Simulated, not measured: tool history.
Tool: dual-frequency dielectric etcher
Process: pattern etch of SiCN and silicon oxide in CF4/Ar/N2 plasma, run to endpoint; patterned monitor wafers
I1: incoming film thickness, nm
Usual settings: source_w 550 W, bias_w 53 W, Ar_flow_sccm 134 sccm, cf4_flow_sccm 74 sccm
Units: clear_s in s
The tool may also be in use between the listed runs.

run 1 day=0.000 | source_w=460 bias_w=53 Ar_flow_sccm=134 cf4_flow_sccm=74 | I1=12.97 | clear_s=17.2
run 2 day=3.917 | source_w=460 bias_w=53 Ar_flow_sccm=134 cf4_flow_sccm=74 | I1=13.06 | clear_s=17.5
run 3 day=6.950 | source_w=550 bias_w=53 Ar_flow_sccm=134 cf4_flow_sccm=74 | I1=13.21 | clear_s=14.3
run 4 day=11.229 | source_w=550 bias_w=53 Ar_flow_sccm=134 cf4_flow_sccm=74 | I1=13.03 | clear_s=14.0
run 5 day=14.142 | source_w=550 bias_w=53 Ar_flow_sccm=134 cf4_flow_sccm=74 | I1=13.21 | clear_s=14.4
-- day=16.596 wet clean of the chamber
run 6 day=17.746 | source_w=550 bias_w=53 Ar_flow_sccm=134 cf4_flow_sccm=74 | I1=13.12 | clear_s=14.3
run 7 day=19.388 | source_w=440 bias_w=59 Ar_flow_sccm=134 cf4_flow_sccm=79 | I1=13.12 | clear_s=17.6
run 8 day=21.171 | source_w=640 bias_w=47 Ar_flow_sccm=123 cf4_flow_sccm=65 | I1=13.18 | clear_s=12.6
-- day=22.233 bias power generator calibrated
run 9 day=23.579 | source_w=550 bias_w=53 Ar_flow_sccm=134 cf4_flow_sccm=74 | I1=13.10 | clear_s=14.2
run 10 day=27.221 | source_w=550 bias_w=42 Ar_flow_sccm=158 cf4_flow_sccm=74 | I1=12.99 | clear_s=15.4
run 11 day=30.717 | source_w=640 bias_w=57 Ar_flow_sccm=134 cf4_flow_sccm=74 | I1=13.11 | clear_s=11.8
run 12 day=33.417 | source_w=600 bias_w=58 Ar_flow_sccm=166 cf4_flow_sccm=74 | I1=13.17 | clear_s=13.0
-- day=36.521 source power generator calibrated
run 13 day=36.542 | source_w=470 bias_w=58 Ar_flow_sccm=134 cf4_flow_sccm=74 | I1=12.98 | clear_s=16.4
run 14 day=38.046 | source_w=640 bias_w=65 Ar_flow_sccm=168 cf4_flow_sccm=74 | I1=13.11 | clear_s=11.7
run 15 day=39.738 | source_w=480 bias_w=65 Ar_flow_sccm=111 cf4_flow_sccm=92 | I1=13.07 | clear_s=14.6
run 16 day=42.017 | source_w=480 bias_w=45 Ar_flow_sccm=134 cf4_flow_sccm=63 | I1=13.08 | clear_s=18.0
run 17 day=44.071 | source_w=550 bias_w=53 Ar_flow_sccm=134 cf4_flow_sccm=74 | I1=13.09 | clear_s=14.2
-- day=45.521 wet clean of the chamber
run 18 day=48.304 | source_w=550 bias_w=53 Ar_flow_sccm=134 cf4_flow_sccm=90 | I1=13.17 | clear_s=13.7
run 19 day=50.971 | source_w=550 bias_w=53 Ar_flow_sccm=134 cf4_flow_sccm=74 | I1=12.97 | clear_s=14.1
run 20 day=54.662 | source_w=550 bias_w=53 Ar_flow_sccm=134 cf4_flow_sccm=74 | I1=13.18 | clear_s=14.4
run 21 day=58.283 | source_w=550 bias_w=53 Ar_flow_sccm=108 cf4_flow_sccm=74 | I1=13.11 | clear_s=13.8
run 22 day=60.142 | source_w=550 bias_w=64 Ar_flow_sccm=108 cf4_flow_sccm=69 | I1=13.01 | clear_s=13.2
run 23 day=63.383 | source_w=430 bias_w=53 Ar_flow_sccm=134 cf4_flow_sccm=74 | I1=13.13 | clear_s=18.9

What the log doesn't show, run by run:
etch rate over this chamber's usual, %: 0 in every run
source power that arrives over what is set, %: 0 in every run
bias power that arrives over what is set, %: 0 in every run
Ar flow that arrives over what is set, %: 0 in every run
CF4 flow that arrives over what is set, %: 0 in every run

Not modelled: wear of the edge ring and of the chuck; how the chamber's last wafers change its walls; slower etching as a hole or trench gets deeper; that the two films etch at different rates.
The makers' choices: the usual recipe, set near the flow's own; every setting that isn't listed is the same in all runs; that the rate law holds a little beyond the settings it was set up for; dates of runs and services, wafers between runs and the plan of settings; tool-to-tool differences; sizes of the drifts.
